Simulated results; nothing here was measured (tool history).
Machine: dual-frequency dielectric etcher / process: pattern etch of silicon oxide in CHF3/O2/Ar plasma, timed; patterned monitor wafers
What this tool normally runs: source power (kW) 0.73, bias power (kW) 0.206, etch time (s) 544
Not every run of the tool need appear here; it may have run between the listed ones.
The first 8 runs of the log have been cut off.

run    hour  source power (kW)  bias power (kW)  etch time (s)  read-back reference wafer on the same gauge, depth_nm  mean etch depth across the wafer (angstrom)
  9   412.6               0.73            0.206            544                                                 1122.1                                        13252
 10   458.6               0.68            0.206            544                                                 1121.4                                        12794
 11   530.3               0.73            0.206            544                                                   1120                                        13226
 12   588.6               0.73            0.206            544                                                 1120.3                                        13339
      631.3  -- gauge calibrated
 13   636.8               0.61            0.206          635.5                                                 1119.4                                        14251
 14     667               0.73            0.206            544                                                 1119.1                                        13381
      701.7  -- wet clean of the chamber
 15   724.2               0.81            0.164            665                                                 1120.9                                        14956
      746.7  -- source power generator calibrated
 16   794.7               0.88            0.244            696                                                 1119.3                                        19705
 17   853.3               0.86            0.233          621.5                                                 1120.2                                        17250
 18   916.5               0.73            0.206            544                                                 1120.2                                        13125
      921.7  -- bias power generator calibrated
      942.1  -- upper electrode replaced
 19   954.7               0.89            0.187            544                                                 1120.1                                        14086
 20   980.1               0.73            0.206            544                                                   1121                                        13343
 21  1027.5               0.78            0.225            397                                                 1118.7                                        10453
 22  1065.8               0.82            0.164            652                                                 1121.5                                        15246
 23  1113.5               0.61            0.206            544                                                 1118.7                                        12349
 24  1161.1                0.8            0.154          390.5                                                 1121.4                                         8717
 25  1194.4               0.61            0.206            544                                                 1120.9                                        12220
     1235.9  -- wet clean of the chamber
 26  1236.4               0.73            0.206            544                                                 1119.5                                        13163
 27  1286.3               0.73            0.226            681                                                 1118.5                                        17550
 28  1334.8               0.73             0.25            433                                                 1120.9                                        11584
 29  1383.8               0.87            0.238          705.5                                                 1119.9                                        20103
 30  1413.3               0.73            0.224            544                                                 1120.9                                        13844

What if the next run were any one of these 3? Each begins from the tool's condition after run 30:
  A  1413.9               0.73            0.206          650.5                                                      ?                                            ?
  B  1413.9               0.73            0.189          597.5                                                      ?                                            ?
  C  1413.9               0.82            0.206            544                                                      ?                                            ?

run  read-back reference wafer on the same gauge, depth_nm  mean etch depth across the wafer (angstrom)
  A                                                 1119.2                                        15857
  B                                                 1119.2                                        13956
  C                                                 1119.2                                        14001
Without the tool's hidden state the same runs would have given:
run  mean etch depth across the wafer (angstrom)
  A                                        15975
  B                                        14054
  C                                        14103
